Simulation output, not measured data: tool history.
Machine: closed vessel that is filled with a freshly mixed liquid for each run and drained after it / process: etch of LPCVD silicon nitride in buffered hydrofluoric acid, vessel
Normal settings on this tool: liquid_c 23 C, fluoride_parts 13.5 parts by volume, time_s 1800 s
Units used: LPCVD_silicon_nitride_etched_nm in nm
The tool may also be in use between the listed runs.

run   hour  liquid_c  fluoride_parts  time_s  read-back film thickness of the LPCVD silicon nitride reference wafer, read on the same gauge (nm)  LPCVD_silicon_nitride_etched_nm
  1      0        23            11.5    1800                                                                                                 120                            22.54
  2   66.6        23            11.5    1800                                                                                              120.03                            22.48
  3   95.4        22            13.5    2310                                                                                                 120                            23.15
  4  131.6        22            13.5    2310                                                                                              120.02                            23.06
  5    291        26              12    1800                                                                                              120.01                            25.48
  6    317        23            17.5    1800                                                                                              120.01                            14.69
  7  342.3        23            17.5    1800                                                                                                 120                               15
  8  368.1        23            13.5    1800                                                                                              120.04                            19.51
  9  423.1      19.5            13.5    1800                                                                                              119.99                            16.03
 10  468.9      19.5            13.5    1800                                                                                              120.03                            15.88
 11  518.9        23            13.5    1800                                                                                              120.02                            19.44
 12  568.2        23            13.5    1800                                                                                              119.99                            19.54
 13  613.6        23            13.5    1800                                                                                                 120                            19.21
 14  646.8        23            13.5    1485                                                                                              119.97                             16.1
 15    692        23            13.5    1800                                                                                              119.97                            19.41
 16  748.8        21             8.5    1800                                                                                              119.99                            26.45
 17  819.3        21            15.5    1800                                                                                              120.02                            15.46
 18  874.7        27              18    1800                                                                                                 120                            18.27

What does the tool deliver on the next run?
 19  911.1      25.5              16    1800                                                                                                   ?                                ?

{"run 19": {"read-back film thickness of the LPCVD silicon nitride reference wafer, read on the same gauge (nm)": 119.99, "LPCVD_silicon_nitride_etched_nm": 18.97}}
Without the tool's hidden state the same run would have given LPCVD_silicon_nitride_etched_nm 18.24 nm.
